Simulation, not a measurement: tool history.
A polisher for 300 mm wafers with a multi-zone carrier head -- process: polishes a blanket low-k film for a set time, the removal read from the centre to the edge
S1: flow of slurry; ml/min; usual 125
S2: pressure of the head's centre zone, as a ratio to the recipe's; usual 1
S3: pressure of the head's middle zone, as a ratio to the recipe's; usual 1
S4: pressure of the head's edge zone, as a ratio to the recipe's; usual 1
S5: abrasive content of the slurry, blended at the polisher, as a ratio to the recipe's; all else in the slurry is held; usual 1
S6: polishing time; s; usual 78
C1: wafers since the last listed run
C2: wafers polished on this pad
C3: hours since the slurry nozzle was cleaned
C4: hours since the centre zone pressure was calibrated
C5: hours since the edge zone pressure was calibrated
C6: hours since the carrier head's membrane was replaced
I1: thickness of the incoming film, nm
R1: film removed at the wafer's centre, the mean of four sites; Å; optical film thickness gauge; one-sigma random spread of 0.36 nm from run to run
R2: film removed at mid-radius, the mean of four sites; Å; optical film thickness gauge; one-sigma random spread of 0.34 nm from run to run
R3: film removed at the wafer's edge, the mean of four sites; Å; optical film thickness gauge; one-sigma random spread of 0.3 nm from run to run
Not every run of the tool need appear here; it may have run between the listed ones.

run     day   S1    S2    S3    S4    S5  S6   C1    C2     C3     C4      C5     C6     I1   R1   R2   R3
  1       0  125     1     1     1     1  78    0  2628  802.4  331.6   728.7  983.2    659  275  303  313
      1.721  -- carrier head's membrane replaced by a new one
  2   2.579  125     1     1     1     1  78  609  3237  864.3  393.5   790.6   20.6  666.3  277  301  313
      3.646  -- slurry nozzle cleaned
      4.683  -- worn pad replaced by a new one
  3   4.704  125     1     1     1     1  78  492     5   25.4  444.5   841.6   71.6  661.1  289  313  323
  4   6.321  125     1     1     1     1  92  415   420   64.2  483.3   880.4  110.4  653.5  329  372  383
      7.358  -- centre zone pressure recalibrated
  5   8.442  125     1     1     1  1.25  78  523   944  115.1     26   931.3  161.3  655.4  351  365  369
  6   9.608  125     1     1     1     1  78  299  1243  143.1     54   959.3  189.3  647.1  305  306  316
  7  10.633  125  1.08  0.92     1     1  78  263  1507  167.7   78.6   983.9  213.9  665.8  324  289  319
  8  11.812  125     1  1.07     1  1.15  78  302  1810    196  106.9  1012.2  242.2  658.4  329  357  347
     12.862  -- edge zone pressure recalibrated
  9  14.492  125     1     1     1     1  78  666  2476  260.3  171.2    39.1  306.5  652.1  295  307  312
 10  15.508  125     1     1     1     1  78  261  2738  284.7  195.6    63.5  330.9  656.8  295  307  322
 11  16.783  160     1     1     1     1  78  327  3065  315.3  226.2    94.1  361.5  659.9  321  324  332
     18.079  -- worn pad replaced by a new one
 12    18.2  125  0.91  1.08  0.96   0.8  78  321    30  349.3  260.2   128.1  395.5  662.1  218  269  251
 13  19.254  125  0.92     1     1     1  78  270   301  374.6  285.5   153.4  420.8  660.4  263  304  311
 14  21.325  125     1  1.07     1     1  78  531   833  424.3  335.2   203.1  470.5  661.7  284  322  318
 15  24.204  125     1     1     1     1  78  739  1573  493.4  404.3   272.2  539.6  667.6  280  303  316
 16  26.646  125     1     1  0.96   0.8  78  627  2200    552  462.9   330.8  598.2  663.5  225  245  248
     28.808  -- centre zone pressure recalibrated
 17  29.642  125     1     1     1     1  78  748  2948  623.9     20   402.7  670.1  660.9  294  302  312
     32.058  -- slurry nozzle cleaned
     32.654  -- worn pad replaced by a new one
 18  32.675  140     1     1     1  0.75  78  725     4   14.8   92.8   475.5  742.9  664.5  246  248  251
 19  35.008  125     1     1     1     1  78  599   604   70.8  148.8   531.5  798.9  672.8  307  315  316
 20  36.142  125  0.95     1     1   0.8  78  291   895     98    176   558.7  826.1  649.7  234  260  263
 21  37.975  105     1  1.06  0.96     1  78  470  1366    142    220   602.7  870.1  651.6  291  312  299

Per-run results on a tool with no hidden state, each run keeping its own random variation:
What the log doesn't record here: removal rate lost through wear of the pad, %; slurry flow missing at the pad, %; deviation of the centre zone's pressure from its setpoint, %; deviation of the edge zone's pressure from its setpoint, %.
run   R1   R2   R3
  1  308  323  327
  2  316  321  327
  3  314  316  325
  4  364  378  388
  5  360  374  375
  6  314  315  322
  7  336  299  326
  8  343  370  355
  9  311  320  321
 10  313  321  332
 11  339  336  341
 12  235  282  259
 13  285  320  322
 14  312  339  330
 15  315  321  328
 16  257  260  258
 17  314  321  325
 18  247  249  252
 19  313  319  319
 20  241  265  267
 21  305  322  305

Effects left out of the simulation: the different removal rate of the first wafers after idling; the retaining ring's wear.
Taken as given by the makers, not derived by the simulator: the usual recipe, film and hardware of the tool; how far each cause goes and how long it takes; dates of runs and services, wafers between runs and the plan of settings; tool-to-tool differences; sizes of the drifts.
